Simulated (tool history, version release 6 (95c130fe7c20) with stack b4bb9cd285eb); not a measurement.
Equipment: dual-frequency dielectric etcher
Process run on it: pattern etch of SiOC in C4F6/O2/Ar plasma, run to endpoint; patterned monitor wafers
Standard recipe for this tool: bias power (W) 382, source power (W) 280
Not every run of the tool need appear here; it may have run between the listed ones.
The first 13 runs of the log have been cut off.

run	hour	bias power (W)	source power (W)	wafers since the last listed run	hours since the last wet clean	hours since the last bias power generator calibration	hours since the last source power generator calibration	hours since the last upper electrode change	incoming incoming film thickness, nm	endpoint time (s)
14	1110.7	417	310	1505	368.0	3359.3	441.1	1946.4	51.0	17.1
15	1214.9	417	310	1737	472.2	3463.5	545.3	2050.6	50.8	17.1
16	1280.5	441	340	1093	537.8	3529.1	610.9	2116.2	51.0	16.3
# hour 1327.3: wet clean of the chamber
17	1371.0	354	330	1108	43.7	3619.6	701.4	2206.7	51.3	17.2
18	1450.7	382	300	1328	123.4	3699.3	781.1	2286.4	50.8	17.7
19	1547.8	447	260	1618	220.5	3796.4	878.2	2383.5	51.1	18.4
20	1632.9	299	340	1418	305.6	3881.5	963.3	2468.6	50.4	17.7
21	1677.5	323	220	743	350.2	3926.1	1007.9	2513.2	50.7	21.6
22	1763.9	382	210	1440	436.6	4012.5	1094.3	2599.6	51.1	21.5
23	1851.3	382	280	1457	524.0	4099.9	1181.7	2687.0	51.1	18.5
24	1925.9	315	310	1243	598.6	4174.5	1256.3	2761.6	50.7	18.5
# hour 1961.1: wet clean of the chamber
25	1988.2	382	250	638	27.1	4236.8	1318.6	2823.9	51.1	19.1
# hour 2174.4: upper electrode replaced
# hour 2241.9: bias power generator calibrated
26	2294.5	382	280	4640	333.4	52.6	1624.9	120.1	51.1	18.3
27	2378.6	304	310	1402	417.5	136.7	1709.0	204.2	50.9	18.3
28	2453.6	436	280	1250	492.5	211.7	1784.0	279.2	51.3	17.7
29	2533.8	436	220	1337	572.7	291.9	1864.2	359.4	50.9	19.9
30	2606.0	310	330	1203	644.9	364.1	1936.4	431.6	50.8	17.7
31	2643.2	346	310	620	682.1	401.3	1973.6	468.8	50.7	17.8
# hour 2672.2: wet clean of the chamber
32	2680.1	351	320	215	7.9	438.2	2010.5	505.7	50.5	17.1
33	2779.8	412	260	1662	107.6	537.9	2110.2	605.4	51.0	18.5
34	2879.0	382	280	1654	206.8	637.1	2209.4	704.6	51.5	18.1

5 ways to go on from here, each from the tool as it stands after run 34. What would each give?
A	2879.4	473	280	6	207.2	637.5	2209.8	705.0	51.1	?
B	2879.4	348	280	6	207.2	637.5	2209.8	705.0	51.1	?
C	2879.4	353	210	6	207.2	637.5	2209.8	705.0	51.1	?
D	2879.4	416	220	6	207.2	637.5	2209.8	705.0	51.1	?
E	2879.4	446	310	6	207.2	637.5	2209.8	705.0	51.1	?

run	endpoint time (s)
A	17.2
B	18.6
C	21.5
D	20.1
E	16.6
Had the tool no hidden state, the same runs would have come out as:
run	endpoint time (s)
A	17.4
B	18.8
C	21.7
D	20.3
E	16.8
